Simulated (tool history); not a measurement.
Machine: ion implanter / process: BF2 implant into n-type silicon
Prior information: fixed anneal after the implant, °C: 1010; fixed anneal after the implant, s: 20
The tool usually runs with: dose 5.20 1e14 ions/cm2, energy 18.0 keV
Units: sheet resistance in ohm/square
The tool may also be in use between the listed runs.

| run | hour | dose | energy | read-back reference wafer on the same gauge, sheet resistance | sheet resistance |
|---|---|---|---|---|---|
| 1 | 0.0 | 5.20 | 18.0 | 245.99 | 262.84 |
| 2 | 11.5 | 5.20 | 18.0 | 246.08 | 261.70 |
| 3 | 24.5 | 4.82 | 18.0 | 246.01 | 276.53 |
| 4 | 40.9 | 4.82 | 18.0 | 246.03 | 276.87 |
| 5 | 47.5 | 6.30 | 18.0 | 246.05 | 233.05 |
| 6 | 61.3 | 6.30 | 18.0 | 246.04 | 232.50 |
| 7 | 71.0 | 6.30 | 18.0 | 245.93 | 233.14 |
| 8 | 84.5 | 5.80 | 18.0 | 246.03 | 244.82 |
| 9 | 102.5 | 5.20 | 18.0 | 245.99 | 263.41 |
| 10 | 111.5 | 5.20 | 18.0 | 246.02 | 262.87 |
| 11 | 123.5 | 5.20 | 18.0 | 245.97 | 263.04 |
| 12 | 144.2 | 4.69 | 13.0 | 246.01 | 303.90 |
|  | 152.8 | Faraday cup replaced and dose calibrated |
| 13 | 153.3 | 4.69 | 13.0 | 245.99 | 293.41 |
| 14 | 167.3 | 5.20 | 18.0 | 246.04 | 254.25 |
| 15 | 173.3 | 5.83 | 16.5 | 245.96 | 243.31 |
| 16 | 180.3 | 4.38 | 12.5 | 245.92 | 310.17 |
| 17 | 194.8 | 4.63 | 18.0 | 246.00 | 275.02 |
|  | 201.9 | gauge calibrated |
| 18 | 203.1 | 6.35 | 23.0 | 245.97 | 210.78 |
| 19 | 218.8 | 5.20 | 18.0 | 246.05 | 254.70 |
|  | 229.6 | extraction supply calibrated |
| 20 | 230.1 | 5.87 | 16.0 | 245.99 | 243.58 |
| 21 | 263.6 | 6.61 | 20.5 | 245.97 | 212.27 |
| 22 | 276.8 | 5.20 | 18.0 | 245.97 | 254.51 |
| 23 | 286.5 | 3.84 | 23.0 | 245.93 | 304.90 |
| 24 | 294.9 | 5.20 | 13.0 | 246.00 | 276.51 |
| 25 | 306.8 | 5.98 | 12.5 | 246.05 | 258.53 |
| 26 | 314.6 | 5.20 | 18.0 | 246.10 | 255.21 |
| 27 | 331.7 | 5.20 | 18.0 | 246.04 | 254.46 |
| 28 | 340.1 | 3.80 | 22.0 | 246.07 | 308.64 |

5 ways to go on from here, each from the tool as it stands after run 28. What would each give?
| A | 340.5 | 5.20 | 18.0 | ? | ? |
| B | 340.5 | 5.20 | 15.0 | ? | ? |
| C | 340.5 | 5.20 | 16.0 | ? | ? |
| D | 340.5 | 6.69 | 23.5 | ? | ? |
| E | 340.5 | 6.02 | 19.5 | ? | ? |

| run | read-back reference wafer on the same gauge, sheet resistance | sheet resistance |
|---|---|---|
| A | 245.98 | 254.85 |
| B | 245.98 | 266.66 |
| C | 245.98 | 262.29 |
| D | 245.98 | 203.22 |
| E | 245.98 | 227.79 |
Without the tool's unlogged condition, the same runs would have read:
| run | sheet resistance |
|---|---|
| A | 254.40 |
| B | 266.22 |
| C | 261.85 |
| D | 202.89 |
| E | 227.41 |
